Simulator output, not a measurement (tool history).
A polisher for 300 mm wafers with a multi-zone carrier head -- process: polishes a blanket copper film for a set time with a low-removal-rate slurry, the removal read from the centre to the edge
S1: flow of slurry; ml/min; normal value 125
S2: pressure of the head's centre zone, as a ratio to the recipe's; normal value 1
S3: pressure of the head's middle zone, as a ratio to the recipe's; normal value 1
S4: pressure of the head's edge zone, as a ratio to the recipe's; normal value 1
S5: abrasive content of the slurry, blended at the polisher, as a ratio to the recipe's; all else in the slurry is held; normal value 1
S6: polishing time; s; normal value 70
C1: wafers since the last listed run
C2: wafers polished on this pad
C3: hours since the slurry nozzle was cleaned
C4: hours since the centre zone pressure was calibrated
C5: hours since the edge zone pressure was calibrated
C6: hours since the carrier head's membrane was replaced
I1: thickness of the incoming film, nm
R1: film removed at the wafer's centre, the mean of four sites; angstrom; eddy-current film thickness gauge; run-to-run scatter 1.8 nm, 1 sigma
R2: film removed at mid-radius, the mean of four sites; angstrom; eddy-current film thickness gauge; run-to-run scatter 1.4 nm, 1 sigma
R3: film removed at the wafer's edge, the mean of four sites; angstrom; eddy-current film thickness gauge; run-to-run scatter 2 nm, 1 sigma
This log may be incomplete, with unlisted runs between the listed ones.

run,hour,S1,S2,S3,S4,S5,S6,C1,C2,C3,C4,C5,C6,I1,R1,R2,R3
1,0,125,0.97,1,1.09,1,70,0,2982,499.3,389.5,89.3,64,1045.8,1468,1427,1554
2,42.5,125,0.95,1,1,0.75,70,516,3499,541.8,432,131.8,106.5,1049.8,1348,1308,1343
3,90.5,125,1,1,1,1,70,583,4083,589.8,480,179.8,154.5,1055.3,1490,1419,1422
4,140,125,1.04,1,1,1,70,601,4685,639.3,529.5,229.3,204,1039.3,1581,1401,1433
5,188.6,125,1,0.96,0.94,1,70,591,5276,687.9,578.1,277.9,252.6,1064.4,1442,1332,1370
# hour 213.9: worn pad replaced by a new one
6,247.8,125,1.08,1.07,1.11,1.15,70,671,412,747.1,637.3,337.1,311.8,1070.7,1857,1717,1767
7,318.7,140,1,1,1.09,0.75,83,862,1274,818,708.2,408,382.7,1055.9,1792,1699,1774
# hour 333.4: edge zone pressure recalibrated
8,343.2,125,1,1,0.93,1,70,273,1548,842.5,732.7,9.8,407.2,1050,1656,1507,1518
9,381,125,1,1,1.07,1,70,459,2008,880.3,770.5,47.6,445,1032.2,1649,1515,1594
# hour 387.6: slurry nozzle cleaned
# hour 395.5: centre zone pressure recalibrated
10,440.3,125,1,1,1,0.8,89,684,2692,52.7,44.8,106.9,504.3,1053.3,1838,1738,1792
# hour 469.5: carrier head's membrane replaced by a new one
11,474,125,1,1,1,1,70,349,3041,86.4,78.5,140.6,4.5,1065.6,1548,1485,1477
12,532,125,1,1,0.88,1,70,705,3747,144.4,136.5,198.6,62.5,1036,1541,1426,1408
13,602.2,125,1,1,1,1,70,853,4600,214.6,206.7,268.8,132.7,1057.2,1535,1417,1440
14,637.4,145,1,1,1.03,0.8,77,428,5028,249.8,241.9,304,167.9,1047.7,1606,1488,1514
15,668.6,125,1,1,1,0.7,70,379,5408,281,273.1,335.2,199.1,1056.5,1370,1238,1273
# hour 729.1: worn pad replaced by a new one
16,739.9,125,1.04,0.9,1,0.75,70,818,131,352.3,344.4,406.5,270.4,1045.9,1628,1278,1429
# hour 754.4: edge zone pressure recalibrated
17,773,155,1,1,1,1,70,378,509,385.4,377.5,18.6,303.5,1040.9,1791,1584,1565
18,826.6,125,0.95,1,1,1,62,651,1161,439,431.1,72.2,357.1,1050.6,1427,1344,1345
19,867.7,125,0.95,1,1,1.2,70,499,1660,480.1,472.2,113.3,398.2,1050.7,1686,1580,1584
20,926.7,125,1,1,1,1,70,717,2378,539.1,531.2,172.3,457.2,1052.8,1651,1471,1466
21,986.1,125,1,1,1,1.15,70,722,3100,598.5,590.6,231.7,516.6,1062.5,1666,1524,1543

4 ways to go on from here, each from the tool as it stands after run 21. What would each give?
A,986.5,125,1,1,1,1,70,4,3105,598.9,591,232.1,517,1045.1,?,?,?
B,986.5,125,1,1.11,1,1.2,70,4,3105,598.9,591,232.1,517,1045.1,?,?,?
C,986.5,125,1,1,0.92,1,70,4,3105,598.9,591,232.1,517,1045.1,?,?,?
D,986.5,110,1,1,1.11,1,77,4,3105,598.9,591,232.1,517,1045.1,?,?,?

run,R1,R2,R3
A,1620,1469,1484
B,1707,1684,1560
C,1620,1469,1427
D,1746,1587,1698
Had the tool no hidden state, the same runs would have come out as:
run,R1,R2,R3
A,1539,1602,1617
B,1621,1837,1700
C,1539,1602,1555
D,1659,1730,1850
